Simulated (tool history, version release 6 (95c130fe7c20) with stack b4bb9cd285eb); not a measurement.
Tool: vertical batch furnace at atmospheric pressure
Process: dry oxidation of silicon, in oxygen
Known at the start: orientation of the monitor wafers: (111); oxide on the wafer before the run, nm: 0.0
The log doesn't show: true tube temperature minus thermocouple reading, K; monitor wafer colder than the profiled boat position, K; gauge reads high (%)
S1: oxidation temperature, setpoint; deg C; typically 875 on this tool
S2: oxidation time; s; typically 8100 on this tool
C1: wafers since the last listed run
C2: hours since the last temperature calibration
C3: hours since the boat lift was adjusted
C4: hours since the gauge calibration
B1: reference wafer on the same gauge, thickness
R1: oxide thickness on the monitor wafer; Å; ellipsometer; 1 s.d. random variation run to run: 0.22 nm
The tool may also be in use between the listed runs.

Run 1, hour 0: usual settings; C1 0; C2 1329.4; C3 2783.9; C4 1783.9; B1 44.11. Result: R1 383.4 Å.
Run 2, hour 48.9: usual settings; C1 762; C2 1378.3; C3 2832.8; C4 1832.8; B1 44.08. Result: R1 376.6 Å.
Run 3, hour 136.6: usual settings but S1 869 deg C; C1 1366; C2 1466; C3 2920.5; C4 1920.5; B1 44.11. Result: R1 354.4 Å.
Run 4, hour 211.3: usual settings but S1 869 deg C; C1 1164; C2 1540.7; C3 2995.2; C4 1995.2; B1 44.11. Result: R1 353.9 Å.
Run 5, hour 274.8: usual settings but S2 5850 s; C1 989; C2 1604.2; C3 3058.7; C4 2058.7; B1 44.14. Result: R1 303.7 Å.
Run 6, hour 371: usual settings but S2 5850 s; C1 1499; C2 1700.4; C3 3154.9; C4 2154.9; B1 44.11. Result: R1 299.6 Å.
Run 7, hour 434: usual settings but S2 9480 s; C1 981; C2 1763.4; C3 3217.9; C4 2217.9; B1 44.08. Result: R1 421.8 Å.
Run 8, hour 528: usual settings but S2 9480 s; C1 1465; C2 1857.4; C3 3311.9; C4 2311.9; B1 44.08. Result: R1 420.4 Å.
Run 9, hour 577.2: usual settings; C1 766; C2 1906.6; C3 3361.1; C4 2361.1; B1 44.12. Result: R1 372.5 Å.
Run 10, hour 650.8: usual settings; C1 1147; C2 1980.2; C3 3434.7; C4 2434.7; B1 44.01. Result: R1 375.9 Å.
Run 11, hour 702.4: usual settings; C1 804; C2 2031.8; C3 3486.3; C4 2486.3; B1 44.05. Result: R1 375.9 Å.
Run 12, hour 808.5: usual settings; C1 1653; C2 2137.9; C3 3592.4; C4 2592.4; B1 44.11. Result: R1 376.2 Å.
Run 13, hour 899.8: usual settings; C1 1423; C2 2229.2; C3 3683.7; C4 2683.7; B1 44.09. Result: R1 377.3 Å.
Run 14, hour 989.3: usual settings but S1 891 deg C; C1 1394; C2 2318.7; C3 3773.2; C4 2773.2; B1 44.08. Result: R1 440.8 Å.
Run 15, hour 1056.6: usual settings but S1 891 deg C; C1 1048; C2 2386; C3 3840.5; C4 2840.5; B1 44.13. Result: R1 443.9 Å.
At hour 1126.8: gauge calibrated.
Run 16, hour 1158.6: usual settings; C1 1589; C2 2488; C3 3942.5; C4 31.8; B1 44.11. Result: R1 375.5 Å.
At hour 1193.7: boat lift adjusted.
At hour 1198.4: thermocouples replaced and temperature profile calibrated.
Run 17, hour 1333: usual settings; C1 2270; C2 134.6; C3 139.3; C4 206.2; B1 44.09. Result: R1 364.9 Å.
Run 18, hour 1438.6: usual settings but S1 894 deg C; C1 1645; C2 240.2; C3 244.9; C4 311.8; B1 44.08. Result: R1 450.5 Å.
Run 19, hour 1501: usual settings; C1 972; C2 302.6; C3 307.3; C4 374.2; B1 44.15. Result: R1 361.4 Å.
Run 20, hour 1544.5: usual settings but S1 891 deg C, S2 4920 s; C1 677; C2 346.1; C3 350.8; C4 417.7; B1 44.1. Result: R1 307 Å.
Run 21, hour 1621.5: usual settings; C1 1200; C2 423.1; C3 427.8; C4 494.7; B1 44. Result: R1 361.9 Å.
Run 22, hour 1706.7: usual settings but S1 885 deg C, S2 6210 s; C1 1327; C2 508.3; C3 513; C4 579.9; B1 44.07. Result: R1 337.4 Å.
At hour 1763.2: boat lift adjusted, repeated, since the last time left the tool worse.
Run 23, hour 1786.9: usual settings but S1 890 deg C, S2 11940 s; C1 875; C2 588.5; C3 23.7; C4 660.1; B1 44.14. Result: R1 591.7 Å.
Run 24, hour 1878.9: usual settings; C1 1433; C2 680.5; C3 115.7; C4 752.1; B1 44.18. Result: R1 381 Å.
Run 25, hour 1934.6: usual settings but S2 4380 s; C1 868; C2 736.2; C3 171.4; C4 807.8; B1 44.07. Result: R1 249.6 Å.
Run 26, hour 2034.4: usual settings but S1 891 deg C, S2 10110 s; C1 1555; C2 836; C3 271.2; C4 907.6; B1 44.08. Result: R1 531.9 Å.
Run 27, hour 2113: usual settings; C1 1225; C2 914.6; C3 349.8; C4 986.2; B1 44. Result: R1 381.9 Å.
Run 28, hour 2219.2: usual settings but S2 6840 s; C1 1655; C2 1020.8; C3 456; C4 1092.4; B1 44.1. Result: R1 339.8 Å.
Run 29, hour 2302.1: usual settings but S1 866 deg C, S2 11460 s; C1 1292; C2 1103.7; C3 538.9; C4 1175.3; B1 44.07. Result: R1 443.2 Å.
Run 30, hour 2375.7: usual settings but S1 858 deg C, S2 11040 s; C1 1147; C2 1177.3; C3 612.5; C4 1248.9; B1 44.12. Result: R1 394.1 Å.
Run 31, hour 2635.1: usual settings but S2 5790 s; C1 4043; C2 1436.7; C3 871.9; C4 1508.3; B1 44.06. Result: R1 305.5 Å.
Run 32, hour 2724.3: usual settings but S1 885 deg C, S2 11910 s; C1 1390; C2 1525.9; C3 961.1; C4 1597.5; B1 44.11. Result: R1 556.2 Å.
Run 33, hour 2767.3: usual settings but S1 891 deg C; C1 670; C2 1568.9; C3 1004.1; C4 1640.5; B1 44.1. Result: R1 453.7 Å.
Run 34, hour 2854.9: usual settings but S1 895 deg C; C1 1365; C2 1656.5; C3 1091.7; C4 1728.1; B1 44.07. Result: R1 471.4 Å.
Run 35, hour 2950.1: usual settings but S2 4770 s; C1 1483; C2 1751.7; C3 1186.9; C4 1823.3; B1 44.12. Result: R1 267.9 Å.
Run 36, hour 3110.4: usual settings but S1 866 deg C, S2 6900 s; C1 2498; C2 1912; C3 1347.2; C4 1983.6; B1 44.11. Result: R1 310.1 Å.
Run 37, hour 3154: usual settings but S1 897 deg C, S2 4350 s; C1 679; C2 1955.6; C3 1390.8; C4 2027.2; B1 44.11. Result: R1 309.5 Å.
Run 38, hour 3234.6: usual settings but S1 883 deg C, S2 4230 s; C1 1256; C2 2036.2; C3 1471.4; C4 2107.8; B1 44.1. Result: R1 266.1 Å.

Across each entry between runs, compare the hidden state at the last listed run before it with the hidden state at the first listed run after it:
In the gap between runs 15 and 16: gauge calibrated (hour 1126.8)
  monitor wafer colder than the profiled boat position, K: 2.54 -> 2.67
  measured less the result without the state, R1: -11.8 -> -10.9 Å
In the gap between runs 16 and 17: boat lift adjusted (hour 1193.7); thermocouples replaced and temperature profile calibrated (hour 1198.4)
  monitor wafer colder than the profiled boat position, K: 2.67 -> 5.15
  measured less the result without the state, R1: -10.9 -> -20.6 Å
In the gap between runs 22 and 23: boat lift adjusted, repeated, since the last time left the tool worse (hour 1763.2)
  monitor wafer colder than the profiled boat position, K: 5.19 -> 0.0578
  measured less the result without the state, R1: -18.8 -> -0.3 Å
